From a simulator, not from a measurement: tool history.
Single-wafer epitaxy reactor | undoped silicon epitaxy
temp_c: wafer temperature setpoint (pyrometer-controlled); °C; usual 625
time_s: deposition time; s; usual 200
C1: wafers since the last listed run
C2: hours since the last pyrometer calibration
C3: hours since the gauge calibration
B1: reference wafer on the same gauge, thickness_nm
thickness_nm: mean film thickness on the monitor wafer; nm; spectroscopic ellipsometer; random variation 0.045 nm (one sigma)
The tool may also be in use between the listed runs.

run 1 hour=0.0 | temp_c=630 time_s=228 | C1=0 C2=810.3 C3=176.0 | B1=15.003 | thickness_nm=22.161
run 2 hour=15.7 | temp_c=630 time_s=228 | C1=87 C2=826.0 C3=191.7 | B1=14.995 | thickness_nm=22.163
run 3 hour=27.5 | temp_c=625 time_s=200 | C1=66 C2=837.8 C3=203.5 | B1=14.998 | thickness_nm=17.595
run 4 hour=40.0 | temp_c=625 time_s=200 | C1=70 C2=850.3 C3=216.0 | B1=14.998 | thickness_nm=17.518
run 5 hour=55.8 | temp_c=625 time_s=200 | C1=88 C2=866.1 C3=231.8 | B1=15.005 | thickness_nm=17.513
run 6 hour=77.3 | temp_c=625 time_s=200 | C1=120 C2=887.6 C3=253.3 | B1=15.002 | thickness_nm=17.489
run 7 hour=88.0 | temp_c=625 time_s=200 | C1=59 C2=898.3 C3=264.0 | B1=15.004 | thickness_nm=17.441
run 8 hour=98.4 | temp_c=625 time_s=200 | C1=58 C2=908.7 C3=274.4 | B1=15.003 | thickness_nm=17.372
-- hour=100.3 gauge calibrated
run 9 hour=108.2 | temp_c=625 time_s=200 | C1=54 C2=918.5 C3=7.9 | B1=15.000 | thickness_nm=17.492
run 10 hour=119.0 | temp_c=625 time_s=200 | C1=60 C2=929.3 C3=18.7 | B1=15.003 | thickness_nm=17.493
run 11 hour=129.0 | temp_c=625 time_s=200 | C1=56 C2=939.3 C3=28.7 | B1=14.997 | thickness_nm=17.494
run 12 hour=136.7 | temp_c=625 time_s=200 | C1=43 C2=947.0 C3=36.4 | B1=15.009 | thickness_nm=17.459
run 13 hour=153.4 | temp_c=633 time_s=200 | C1=93 C2=963.7 C3=53.1 | B1=15.003 | thickness_nm=20.531
run 14 hour=170.5 | temp_c=633 time_s=200 | C1=95 C2=980.8 C3=70.2 | B1=14.996 | thickness_nm=20.512
run 15 hour=187.1 | temp_c=620 time_s=171 | C1=93 C2=997.4 C3=86.8 | B1=15.001 | thickness_nm=13.404
run 16 hour=205.0 | temp_c=620 time_s=171 | C1=100 C2=1015.3 C3=104.7 | B1=15.003 | thickness_nm=13.416
run 17 hour=221.2 | temp_c=625 time_s=200 | C1=90 C2=1031.5 C3=120.9 | B1=14.994 | thickness_nm=17.397
-- hour=240.1 pyrometer calibrated
run 18 hour=240.6 | temp_c=625 time_s=170 | C1=63 C2=0.5 C3=140.3 | B1=15.001 | thickness_nm=15.262
run 19 hour=248.2 | temp_c=625 time_s=228 | C1=42 C2=8.1 C3=147.9 | B1=15.004 | thickness_nm=20.537
run 20 hour=255.6 | temp_c=639 time_s=200 | C1=41 C2=15.5 C3=155.3 | B1=14.998 | thickness_nm=23.853
run 21 hour=264.3 | temp_c=625 time_s=200 | C1=48 C2=24.2 C3=164.0 | B1=15.002 | thickness_nm=17.980
run 22 hour=271.4 | temp_c=611 time_s=237 | C1=39 C2=31.3 C3=171.1 | B1=15.001 | thickness_nm=15.945
run 23 hour=284.8 | temp_c=617 time_s=200 | C1=75 C2=44.7 C3=184.5 | B1=14.997 | thickness_nm=15.294
run 24 hour=302.0 | temp_c=621 time_s=240 | C1=96 C2=61.9 C3=201.7 | B1=15.000 | thickness_nm=19.861
run 25 hour=318.3 | temp_c=634 time_s=182 | C1=91 C2=78.2 C3=218.0 | B1=15.002 | thickness_nm=19.512
run 26 hour=325.2 | temp_c=615 time_s=182 | C1=38 C2=85.1 C3=224.9 | B1=14.996 | thickness_nm=13.274
-- hour=329.9 gauge calibrated
run 27 hour=334.3 | temp_c=630 time_s=200 | C1=50 C2=94.2 C3=4.4 | B1=15.008 | thickness_nm=19.948
run 28 hour=346.7 | temp_c=618 time_s=226 | C1=69 C2=106.6 C3=16.8 | B1=14.999 | thickness_nm=17.575
run 29 hour=362.0 | temp_c=637 time_s=214 | C1=85 C2=121.9 C3=32.1 | B1=15.001 | thickness_nm=24.374
run 30 hour=373.5 | temp_c=625 time_s=200 | C1=64 C2=133.4 C3=43.6 | B1=15.003 | thickness_nm=17.882
run 31 hour=381.0 | temp_c=625 time_s=200 | C1=42 C2=140.9 C3=51.1 | B1=14.998 | thickness_nm=17.869
run 32 hour=397.6 | temp_c=633 time_s=179 | C1=93 C2=157.5 C3=67.7 | B1=14.996 | thickness_nm=18.835
run 33 hour=406.3 | temp_c=625 time_s=235 | C1=48 C2=166.2 C3=76.4 | B1=15.001 | thickness_nm=21.084
run 34 hour=415.5 | temp_c=625 time_s=184 | C1=51 C2=175.4 C3=85.6 | B1=14.996 | thickness_nm=16.392

Some steps in thickness_nm between neighbouring runs. How much of each would the tool show without its hidden state too (settings, what came in, random variation), and how much is left for the hidden state, with any gauge scatter that isn't in both results?
The hidden state here: wafer temperature above the value expected at the setpoint (K); gauge reads high (%).
Run 14 -> 15: temp_c 633 -> 620, time_s 200 -> 171. thickness_nm -7.108 nm: hidden state +0.292, all else -7.400.
Run 16 -> 17: temp_c 620 -> 625, time_s 171 -> 200. thickness_nm +3.981 nm: hidden state -0.195, all else +4.176.
Run 17 -> 18: time_s 200 -> 170, pyrometer calibrated. thickness_nm -2.135 nm: hidden state +0.675, all else -2.810.
Run 26 -> 27: temp_c 615 -> 630, time_s 182 -> 200, gauge calibrated. thickness_nm +6.674 nm: hidden state -0.097, all else +6.771.
Run 28 -> 29: temp_c 618 -> 637, time_s 226 -> 214. thickness_nm +6.799 nm: hidden state -0.110, all else +6.909.
